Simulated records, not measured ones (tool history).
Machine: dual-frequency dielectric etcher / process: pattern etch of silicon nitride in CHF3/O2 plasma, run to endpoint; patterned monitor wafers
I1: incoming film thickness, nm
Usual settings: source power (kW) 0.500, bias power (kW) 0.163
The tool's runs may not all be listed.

run 1 day=0.000 | source_power_(kW)=0.500 bias_power_(kW)=0.141 | I1=67.5 | endpoint_time_(s)=51.9
run 2 day=0.612 | source_power_(kW)=0.500 bias_power_(kW)=0.163 | I1=67.3 | endpoint_time_(s)=49.4
run 3 day=1.262 | source_power_(kW)=0.580 bias_power_(kW)=0.163 | I1=68.5 | endpoint_time_(s)=47.7
run 4 day=1.950 | source_power_(kW)=0.580 bias_power_(kW)=0.163 | I1=67.7 | endpoint_time_(s)=47.2
run 5 day=3.046 | source_power_(kW)=0.410 bias_power_(kW)=0.135 | I1=68.0 | endpoint_time_(s)=55.8
run 6 day=4.046 | source_power_(kW)=0.410 bias_power_(kW)=0.135 | I1=67.6 | endpoint_time_(s)=55.6
run 7 day=5.129 | source_power_(kW)=0.410 bias_power_(kW)=0.135 | I1=67.6 | endpoint_time_(s)=56.5
run 8 day=6.283 | source_power_(kW)=0.500 bias_power_(kW)=0.133 | I1=68.2 | endpoint_time_(s)=52.4
run 9 day=7.604 | source_power_(kW)=0.500 bias_power_(kW)=0.133 | I1=67.5 | endpoint_time_(s)=53.1
run 10 day=8.721 | source_power_(kW)=0.500 bias_power_(kW)=0.133 | I1=67.9 | endpoint_time_(s)=53.6
run 11 day=9.875 | source_power_(kW)=0.500 bias_power_(kW)=0.163 | I1=67.7 | endpoint_time_(s)=50.3
run 12 day=10.383 | source_power_(kW)=0.570 bias_power_(kW)=0.147 | I1=68.2 | endpoint_time_(s)=50.6
run 13 day=11.096 | source_power_(kW)=0.500 bias_power_(kW)=0.185 | I1=68.2 | endpoint_time_(s)=49.3
-- day=11.538 bias power generator calibrated
run 14 day=11.650 | source_power_(kW)=0.410 bias_power_(kW)=0.201 | I1=67.9 | endpoint_time_(s)=51.5
-- day=13.142 upper electrode replaced
run 15 day=13.162 | source_power_(kW)=0.580 bias_power_(kW)=0.163 | I1=67.5 | endpoint_time_(s)=48.2
run 16 day=13.175 | source_power_(kW)=0.430 bias_power_(kW)=0.123 | I1=67.4 | endpoint_time_(s)=57.4
run 17 day=13.583 | source_power_(kW)=0.500 bias_power_(kW)=0.126 | I1=67.7 | endpoint_time_(s)=54.5
run 18 day=15.575 | source_power_(kW)=0.560 bias_power_(kW)=0.163 | I1=68.3 | endpoint_time_(s)=50.3
run 19 day=16.571 | source_power_(kW)=0.540 bias_power_(kW)=0.148 | I1=67.8 | endpoint_time_(s)=50.9
run 20 day=17.996 | source_power_(kW)=0.590 bias_power_(kW)=0.181 | I1=67.0 | endpoint_time_(s)=47.3
run 21 day=18.504 | source_power_(kW)=0.410 bias_power_(kW)=0.147 | I1=67.1 | endpoint_time_(s)=55.9
-- day=19.612 source power generator calibrated
run 22 day=19.633 | source_power_(kW)=0.600 bias_power_(kW)=0.149 | I1=67.7 | endpoint_time_(s)=50.5
-- day=20.700 wet clean of the chamber
run 23 day=20.721 | source_power_(kW)=0.610 bias_power_(kW)=0.140 | I1=67.5 | endpoint_time_(s)=47.7
run 24 day=21.396 | source_power_(kW)=0.410 bias_power_(kW)=0.139 | I1=66.8 | endpoint_time_(s)=54.0
run 25 day=21.917 | source_power_(kW)=0.470 bias_power_(kW)=0.148 | I1=67.7 | endpoint_time_(s)=52.0
run 26 day=22.629 | source_power_(kW)=0.500 bias_power_(kW)=0.163 | I1=67.6 | endpoint_time_(s)=49.8
run 27 day=23.579 | source_power_(kW)=0.540 bias_power_(kW)=0.163 | I1=67.4 | endpoint_time_(s)=47.8

Expected results for the next run?
run 28 day=25.000 | source_power_(kW)=0.500 bias_power_(kW)=0.149 | I1=68.0 | endpoint_time_(s)=?

endpoint time (s): 51.0
With no hidden state in the tool, this same run would have given endpoint time (s) 50.3.
